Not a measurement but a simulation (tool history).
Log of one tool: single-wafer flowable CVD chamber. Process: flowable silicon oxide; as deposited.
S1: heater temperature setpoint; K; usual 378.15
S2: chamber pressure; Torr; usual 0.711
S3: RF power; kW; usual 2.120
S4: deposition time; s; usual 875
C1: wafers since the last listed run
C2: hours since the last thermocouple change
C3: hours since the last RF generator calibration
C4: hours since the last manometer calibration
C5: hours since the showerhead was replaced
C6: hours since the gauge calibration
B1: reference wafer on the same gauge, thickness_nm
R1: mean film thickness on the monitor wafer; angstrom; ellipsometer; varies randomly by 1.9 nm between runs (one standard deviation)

run	hour	S1	S2	S3	S4	C1	C2	C3	C4	C5	C6	B1	R1
1	0.0	378.15	0.711	2.120	875	0	1461.7	1065.4	1161.6	5402.1	58.2	400.021	4844.98
2	15.5	378.15	0.711	2.120	875	43	1477.2	1080.9	1177.1	5417.6	73.7	400.682	4804.12
3	24.3	378.15	0.597	2.395	875	24	1486.0	1089.7	1185.9	5426.4	82.5	400.397	4098.62
4	38.9	378.15	0.597	2.395	875	41	1500.6	1104.3	1200.5	5441.0	97.1	401.769	4085.73
# hour 46.9: gauge calibrated
5	54.4	378.15	0.711	2.120	875	43	1516.1	1119.8	1216.0	5456.5	7.5	400.126	4813.99
6	66.1	378.15	0.626	2.120	875	33	1527.8	1131.5	1227.7	5468.2	19.2	401.234	4268.02
# hour 80.4: thermocouple changed; heater temperature recalibrated
7	80.9	378.15	0.786	2.120	875	19	0.5	1146.3	1242.5	5483.0	34.0	400.860	4396.77
8	84.1	378.15	0.711	2.120	875	9	3.7	1149.5	1245.7	5486.2	37.2	401.313	3920.54
# hour 98.6: showerhead replaced
# hour 107.4: capacitance manometer re-zeroed and calibrated
9	107.9	378.15	0.711	2.120	875	22	27.5	1173.3	0.5	9.3	61.0	400.239	3976.26
# hour 119.5: RF generator calibrated
10	125.9	378.15	0.542	2.245	875	28	45.5	6.4	18.5	27.3	79.0	401.271	3115.46
11	133.1	378.15	0.815	2.120	761	20	52.7	13.6	25.7	34.5	86.2	400.871	3973.82
12	145.7	387.15	0.840	2.435	744	35	65.3	26.2	38.3	47.1	98.8	401.516	2978.42
# hour 147.5: gauge calibrated
13	161.5	378.15	0.711	1.720	946	44	81.1	42.0	54.1	62.9	14.0	401.121	4286.19
14	179.1	378.15	0.583	1.705	875	49	98.7	59.6	71.7	80.5	31.6	400.345	3288.11
15	190.1	378.15	0.815	2.120	761	31	109.7	70.6	82.7	91.5	42.6	401.715	4048.00

3 ways to go on from here, each from the tool as it stands after run 15. What would each give?
A	190.7	378.15	0.711	2.120	875	1	110.3	71.2	83.3	92.1	43.2	?	?
B	190.7	390.15	0.711	1.720	875	1	110.3	71.2	83.3	92.1	43.2	?	?
C	190.7	389.15	0.711	1.710	875	1	110.3	71.2	83.3	92.1	43.2	?	?

run	B1	R1
A	401.200	4119.47
B	401.200	2584.42
C	401.200	2673.61
Take away the tool's hidden state, keep each run's random variation, and the runs would have read:
run	R1
A	3968.59
B	2498.32
C	2584.03
